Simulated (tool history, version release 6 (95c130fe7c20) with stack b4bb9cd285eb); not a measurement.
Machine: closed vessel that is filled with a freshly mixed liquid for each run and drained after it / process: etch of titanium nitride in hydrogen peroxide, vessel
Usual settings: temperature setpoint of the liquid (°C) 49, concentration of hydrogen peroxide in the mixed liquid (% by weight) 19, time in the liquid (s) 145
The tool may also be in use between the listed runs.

run   hour  temperature setpoint of the liquid (°C)  concentration of hydrogen peroxide in the mixed liquid (% by weight)  time in the liquid (s)  read-back film thickness of the titanium nitride reference wafer, read on the same gauge (nm)  thickness taken off the titanium nitride on a monitor wafer (nm)
  1      0                                     42.5                                                                    19                     145                                                                                            150                                                              4.59
  2  136.3                                     42.5                                                                    19                     145                                                                                         150.01                                                               4.5
  3  171.3                                       49                                                                    19                     145                                                                                         149.98                                                              7.27
  4  199.2                                       49                                                                    19                     145                                                                                            150                                                               7.2
     218.9  -- peroxide flow meter replaced
     224.6  -- gauge calibrated
     233.4  -- new drum of peroxide connected
  5  269.4                                       49                                                                    19                     145                                                                                         150.01                                                               7.3
  6    304                                       49                                                                    19                     145                                                                                         150.01                                                              7.29
  7  340.1                                       49                                                                    19                     145                                                                                         150.01                                                              7.27
  8  375.7                                       42                                                                    19                     110                                                                                         149.98                                                              3.26
  9  425.7                                       49                                                                    19                     100                                                                                            150                                                              4.94
 10  462.9                                       54                                                                  16.5                     180                                                                                            150                                                             12.27
     464.9  -- thermometer replaced
 11  487.2                                       49                                                                  23.5                     185                                                                                            150                                                             10.11
     539.4  -- new drum of peroxide connected
 12  543.2                                       43                                                                    19                     185                                                                                            150                                                              6.24
 13  604.9                                       49                                                                    19                     145                                                                                            150                                                              7.55
 14    643                                       49                                                                    19                     145                                                                                         150.01                                                              7.52
     665.2  -- gauge calibrated
 15  683.6                                     54.5                                                                    21                     115                                                                                            150                                                              9.05

The logged runs with the hidden state left out (each run's random variation unchanged):
The hidden state here: liquid colder than its thermometer reads (K); peroxide flow above the setpoint (%); peroxide weaker than its label (%); gauge reads high (%).
run  thickness taken off the titanium nitride on a monitor wafer (nm)
  1                                                              4.76
  2                                                              4.75
  3                                                               7.7
  4                                                              7.66
  5                                                              7.68
  6                                                               7.7
  7                                                              7.71
  8                                                              3.48
  9                                                               5.3
 10                                                              13.2
 11                                                             10.34
 12                                                              6.33
 13                                                              7.71
 14                                                              7.72
 15                                                              9.32

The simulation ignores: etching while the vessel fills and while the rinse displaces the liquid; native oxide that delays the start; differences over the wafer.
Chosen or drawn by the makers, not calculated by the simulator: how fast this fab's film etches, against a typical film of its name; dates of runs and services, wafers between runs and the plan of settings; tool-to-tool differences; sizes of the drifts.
